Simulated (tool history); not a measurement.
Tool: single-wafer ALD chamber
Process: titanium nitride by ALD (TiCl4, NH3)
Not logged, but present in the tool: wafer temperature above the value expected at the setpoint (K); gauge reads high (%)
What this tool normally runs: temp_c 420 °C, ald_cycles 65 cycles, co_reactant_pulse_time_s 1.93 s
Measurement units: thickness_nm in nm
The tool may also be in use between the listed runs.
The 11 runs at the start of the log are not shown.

run   hour  temp_c  ald_cycles  co_reactant_pulse_time_s  wafers since the last listed run  hours since the last thermocouple change  hours since the showerhead was replaced  hours since the gauge calibration  read-back reference wafer on the same gauge, thickness_nm  thickness_nm
 12  289.2     420          65                      1.93                               116                                    1194.6                                   2833.5                               37.7                                                       1.73         1.497
 13  320.1     420          65                      1.93                               128                                    1225.5                                   2864.4                               68.6                                                       1.73         1.494
 14  355.5     420          65                      1.93                               146                                    1260.9                                   2899.8                                104                                                       1.73         1.496
 15  385.9     420          65                      1.93                               125                                    1291.3                                   2930.2                              134.4                                                      1.729         1.489
 16  401.7     420          65                      1.93                                65                                    1307.1                                     2946                              150.2                                                      1.731         1.495
 17  430.9     420          65                      1.93                               120                                    1336.3                                   2975.2                              179.4                                                       1.73          1.49
 18  443.1     412          65                      1.45                                50                                    1348.5                                   2987.4                              191.6                                                       1.73         1.459
 19    456     420          65                      1.93                                53                                    1361.4                                   3000.3                              204.5                                                       1.73         1.491
 20  470.7     420          69                      1.53                                60                                    1376.1                                     3015                              219.2                                                       1.73         1.561
 21  486.1     420          65                      1.93                                63                                    1391.5                                   3030.4                              234.6                                                       1.73         1.494
 22  506.1     415          69                      1.26                                82                                    1411.5                                   3050.4                              254.6                                                      1.729         1.517
 23  520.4     420          65                      1.93                                59                                    1425.8                                   3064.7                              268.9                                                       1.73         1.484
     542.2  -- thermocouple changed; heater temperature recalibrated
 24    543     420          65                      1.93                                60                                       0.8                                   3087.3                              291.5                                                      1.729         1.488
 25  574.6     420          65                      1.93                               130                                      32.4                                   3118.9                              323.1                                                       1.73         1.486
 26  600.2     420          54                      2.65                               106                                        58                                   3144.5                              348.7                                                      1.731         1.254

Run 27 has not been measured yet. What should we expect?
 27  621.2     405          70                      2.15                                87                                        79                                   3165.5                              369.7                                                          ?             ?

read-back reference wafer on the same gauge, thickness_nm: 1.73
thickness_nm: 1.606 nm
On a tool with no hidden condition, and with the same random variation, this run would have come out at thickness_nm 1.606 nm.

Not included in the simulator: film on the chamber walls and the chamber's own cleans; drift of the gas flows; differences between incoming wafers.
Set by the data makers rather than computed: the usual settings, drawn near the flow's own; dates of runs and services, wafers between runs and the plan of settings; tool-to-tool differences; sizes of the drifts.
